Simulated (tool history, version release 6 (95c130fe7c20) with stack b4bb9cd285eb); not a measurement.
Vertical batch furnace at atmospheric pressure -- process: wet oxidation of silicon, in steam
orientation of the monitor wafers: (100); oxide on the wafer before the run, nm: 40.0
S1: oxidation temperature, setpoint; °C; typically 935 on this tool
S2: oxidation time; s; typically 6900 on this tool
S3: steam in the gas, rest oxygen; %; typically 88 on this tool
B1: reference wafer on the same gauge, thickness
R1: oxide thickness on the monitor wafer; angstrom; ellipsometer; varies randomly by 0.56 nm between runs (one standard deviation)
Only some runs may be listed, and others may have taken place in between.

run,hour,S1,S2,S3,B1,R1
1,0,935,6900,88,359.92,3615.5
2,18.4,935,6900,88,360.22,3614.1
3,32.7,935,6900,88,359.99,3616.7
4,93.1,935,6900,88,360.14,3617.4
5,102.8,950,6900,88,359.92,4064.1
6,115.1,950,6900,88,360.19,4067.9
7,126.1,950,6900,88,360.15,4067.8
8,147.3,947,6900,88,359.95,3963.2
9,172.7,947,6900,88,360.16,3957.7
# hour 210.8: steam generator serviced
# hour 234.8: thermocouples replaced and temperature profile calibrated
10,235.3,935,6900,88,360.01,3485
11,241.7,942,8520,92,360.16,4386.6
12,248.1,944,8790,88,360.03,4423.6
13,254.5,935,6900,80,360.12,3245.9
14,260.9,935,9810,88,359.86,4457.3
15,267.3,935,8370,88,360.07,3983.2
# hour 279.6: gauge calibrated
# hour 299.6: steam generator serviced, repeated, since the last time left the tool worse
16,300.1,935,6900,80,360.07,3488.9
17,306.4,935,4290,88,360.02,2671.5
18,325,935,8040,88,360.12,4154.8
19,338.8,944,9570,97,359.87,5364
20,355.6,928,6900,88,360,3523.9
21,379.8,935,6900,88,359.88,3730.1

Some steps in R1 between neighbouring runs. How much of each would the tool show without its hidden state too (settings, what came in, random variation), and how much is left for the hidden state, with any gauge scatter that isn't in both results?
Unlogged tool condition in this case: true tube temperature minus thermocouple reading, K; steam share off its setpoint, % of the setpoint; gauge reads high (%).
Run 9 -> 10: S1 947 -> 935, steam generator serviced, thermocouples replaced and temperature profile calibrated. R1 -472.7 angstrom: hidden state -110.1, all else -362.6.
Run 15 -> 16: S2 8370 -> 6900, S3 88 -> 80, gauge calibrated, steam generator serviced, repeated, since the last time left the tool worse. R1 -494.3 angstrom: hidden state +288.4, all else -782.7.
Run 17 -> 18: S2 4290 -> 8040. R1 +1483.3 angstrom: hidden state -12.4, all else +1495.7.
Run 19 -> 20: S1 944 -> 928, S2 9570 -> 6900, S3 97 -> 88. R1 -1840.1 angstrom: hidden state +13.7, all else -1853.8.
